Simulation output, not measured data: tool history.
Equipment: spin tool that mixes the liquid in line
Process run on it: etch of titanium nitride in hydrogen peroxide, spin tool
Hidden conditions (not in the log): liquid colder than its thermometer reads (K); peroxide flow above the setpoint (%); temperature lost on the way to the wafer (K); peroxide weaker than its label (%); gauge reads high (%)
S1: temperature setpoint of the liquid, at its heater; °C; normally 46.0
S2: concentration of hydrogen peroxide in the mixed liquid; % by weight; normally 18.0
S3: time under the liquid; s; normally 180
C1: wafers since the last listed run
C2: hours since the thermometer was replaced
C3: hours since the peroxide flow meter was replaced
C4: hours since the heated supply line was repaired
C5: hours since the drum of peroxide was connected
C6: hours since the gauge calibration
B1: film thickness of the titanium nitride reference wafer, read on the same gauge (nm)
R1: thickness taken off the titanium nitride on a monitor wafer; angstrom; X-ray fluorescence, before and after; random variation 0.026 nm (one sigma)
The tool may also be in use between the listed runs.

{"run": 1, "hour": 0.0, "S1": 46.0, "S2": 18.0, "S3": 180, "C1": 0, "C2": 10.3, "C3": 77.7, "C4": 2431.6, "C5": 83.5, "C6": 2350.8, "B1": 59.99, "R1": 59.7}
{"hour": 96.8, "done": "gauge calibrated"}
{"run": 2, "hour": 102.9, "S1": 46.0, "S2": 18.0, "S3": 180, "C1": 827, "C2": 113.2, "C3": 180.6, "C4": 2534.5, "C5": 186.4, "C6": 6.1, "B1": 60.0, "R1": 59.3}
{"run": 3, "hour": 156.2, "S1": 46.0, "S2": 18.0, "S3": 180, "C1": 428, "C2": 166.5, "C3": 233.9, "C4": 2587.8, "C5": 239.7, "C6": 59.4, "B1": 60.01, "R1": 59.1}
{"run": 4, "hour": 183.7, "S1": 46.0, "S2": 18.0, "S3": 180, "C1": 221, "C2": 194.0, "C3": 261.4, "C4": 2615.3, "C5": 267.2, "C6": 86.9, "B1": 59.98, "R1": 58.8}
{"hour": 190.7, "done": "heated supply line repaired"}
{"run": 5, "hour": 229.9, "S1": 38.0, "S2": 18.0, "S3": 180, "C1": 363, "C2": 240.2, "C3": 307.6, "C4": 39.2, "C5": 313.4, "C6": 133.1, "B1": 60.01, "R1": 34.4}
{"run": 6, "hour": 272.3, "S1": 39.5, "S2": 21.5, "S3": 235, "C1": 341, "C2": 282.6, "C3": 350.0, "C4": 81.6, "C5": 355.8, "C6": 175.5, "B1": 60.02, "R1": 52.6}
{"run": 7, "hour": 322.7, "S1": 46.0, "S2": 18.0, "S3": 180, "C1": 405, "C2": 333.0, "C3": 400.4, "C4": 132.0, "C5": 406.2, "C6": 225.9, "B1": 60.0, "R1": 63.4}
{"run": 8, "hour": 364.7, "S1": 41.0, "S2": 19.5, "S3": 245, "C1": 337, "C2": 375.0, "C3": 442.4, "C4": 174.0, "C5": 448.2, "C6": 267.9, "B1": 59.98, "R1": 59.5}
{"hour": 389.1, "done": "new drum of peroxide connected"}
{"run": 9, "hour": 510.2, "S1": 38.0, "S2": 18.0, "S3": 180, "C1": 1162, "C2": 520.5, "C3": 587.9, "C4": 319.5, "C5": 121.1, "C6": 413.4, "B1": 60.01, "R1": 34.3}
{"run": 10, "hour": 569.5, "S1": 46.0, "S2": 16.0, "S3": 100, "C1": 477, "C2": 579.8, "C3": 647.2, "C4": 378.8, "C5": 180.4, "C6": 472.7, "B1": 60.03, "R1": 34.0}
{"run": 11, "hour": 614.3, "S1": 54.0, "S2": 20.5, "S3": 270, "C1": 360, "C2": 624.6, "C3": 692.0, "C4": 423.6, "C5": 225.2, "C6": 517.5, "B1": 60.0, "R1": 170.3}
{"hour": 662.1, "done": "thermometer replaced"}
{"run": 12, "hour": 677.1, "S1": 39.5, "S2": 16.0, "S3": 85, "C1": 497, "C2": 15.0, "C3": 754.8, "C4": 486.4, "C5": 288.0, "C6": 580.3, "B1": 60.02, "R1": 17.6}
{"run": 13, "hour": 727.0, "S1": 49.5, "S2": 20.5, "S3": 145, "C1": 401, "C2": 64.9, "C3": 804.7, "C4": 536.3, "C5": 337.9, "C6": 630.2, "B1": 60.0, "R1": 66.4}
{"run": 14, "hour": 772.8, "S1": 39.5, "S2": 13.0, "S3": 285, "C1": 368, "C2": 110.7, "C3": 850.5, "C4": 582.1, "C5": 383.7, "C6": 676.0, "B1": 60.01, "R1": 56.1}
{"run": 15, "hour": 807.8, "S1": 53.5, "S2": 18.0, "S3": 100, "C1": 281, "C2": 145.7, "C3": 885.5, "C4": 617.1, "C5": 418.7, "C6": 711.0, "B1": 60.02, "R1": 59.2}
{"run": 16, "hour": 839.3, "S1": 46.0, "S2": 18.0, "S3": 180, "C1": 253, "C2": 177.2, "C3": 917.0, "C4": 648.6, "C5": 450.2, "C6": 742.5, "B1": 59.98, "R1": 62.3}
{"hour": 843.1, "done": "new drum of peroxide connected"}
{"run": 17, "hour": 910.3, "S1": 37.0, "S2": 16.5, "S3": 215, "C1": 563, "C2": 248.2, "C3": 988.0, "C4": 719.6, "C5": 67.2, "C6": 813.5, "B1": 59.99, "R1": 36.3}
{"run": 18, "hour": 1049.7, "S1": 46.0, "S2": 20.5, "S3": 255, "C1": 1121, "C2": 387.6, "C3": 1127.4, "C4": 859.0, "C5": 206.6, "C6": 952.9, "B1": 60.04, "R1": 89.8}
{"run": 19, "hour": 1102.1, "S1": 52.5, "S2": 18.0, "S3": 180, "C1": 421, "C2": 440.0, "C3": 1179.8, "C4": 911.4, "C5": 259.0, "C6": 1005.3, "B1": 59.99, "R1": 99.4}
{"run": 20, "hour": 1132.3, "S1": 49.5, "S2": 12.5, "S3": 145, "C1": 242, "C2": 470.2, "C3": 1210.0, "C4": 941.6, "C5": 289.2, "C6": 1035.5, "B1": 59.96, "R1": 59.5}
{"run": 21, "hour": 1160.9, "S1": 46.0, "S2": 18.0, "S3": 180, "C1": 230, "C2": 498.8, "C3": 1238.6, "C4": 970.2, "C5": 317.8, "C6": 1064.1, "B1": 59.99, "R1": 61.5}
{"run": 22, "hour": 1192.8, "S1": 46.0, "S2": 18.0, "S3": 180, "C1": 256, "C2": 530.7, "C3": 1270.5, "C4": 1002.1, "C5": 349.7, "C6": 1096.0, "B1": 59.99, "R1": 61.3}
{"hour": 1251.0, "done": "new drum of peroxide connected"}
{"run": 23, "hour": 1264.8, "S1": 46.0, "S2": 22.0, "S3": 180, "C1": 571, "C2": 602.7, "C3": 1342.5, "C4": 1074.1, "C5": 13.8, "C6": 1168.0, "B1": 60.01, "R1": 64.5}
{"run": 24, "hour": 1301.3, "S1": 46.0, "S2": 18.0, "S3": 120, "C1": 293, "C2": 639.2, "C3": 1379.0, "C4": 1110.6, "C5": 50.3, "C6": 1204.5, "B1": 60.0, "R1": 41.0}
{"hour": 1323.0, "done": "thermometer replaced"}
{"run": 25, "hour": 1354.7, "S1": 53.5, "S2": 18.0, "S3": 215, "C1": 421, "C2": 31.7, "C3": 1432.4, "C4": 1164.0, "C5": 103.7, "C6": 1257.9, "B1": 60.0, "R1": 126.7}

Each row is a separate what-if for the run after 25, all from the same tool condition, not one after another. Results?
{"run": "A", "hour": 1355.2, "S1": 46.0, "S2": 18.0, "S3": 240, "C1": 4, "C2": 32.2, "C3": 1432.9, "C4": 1164.5, "C5": 104.2, "C6": 1258.4, "B1": "?", "R1": "?"}
{"run": "B", "hour": 1355.2, "S1": 51.5, "S2": 18.0, "S3": 180, "C1": 4, "C2": 32.2, "C3": 1432.9, "C4": 1164.5, "C5": 104.2, "C6": 1258.4, "B1": "?", "R1": "?"}
{"run": "C", "hour": 1355.2, "S1": 46.0, "S2": 13.0, "S3": 255, "C1": 4, "C2": 32.2, "C3": 1432.9, "C4": 1164.5, "C5": 104.2, "C6": 1258.4, "B1": "?", "R1": "?"}
{"run": "D", "hour": 1355.2, "S1": 46.0, "S2": 18.0, "S3": 280, "C1": 4, "C2": 32.2, "C3": 1432.9, "C4": 1164.5, "C5": 104.2, "C6": 1258.4, "B1": "?", "R1": "?"}

run=A B1=59.99 R1=82.6
run=B B1=59.99 R1=92.5
run=C B1=59.99 R1=81.9
run=D B1=59.99 R1=96.3
What these runs would have given with no unlogged condition in the tool:
run=A R1=84.9
run=B R1=95.1
run=C R1=84.3
run=D R1=99.1

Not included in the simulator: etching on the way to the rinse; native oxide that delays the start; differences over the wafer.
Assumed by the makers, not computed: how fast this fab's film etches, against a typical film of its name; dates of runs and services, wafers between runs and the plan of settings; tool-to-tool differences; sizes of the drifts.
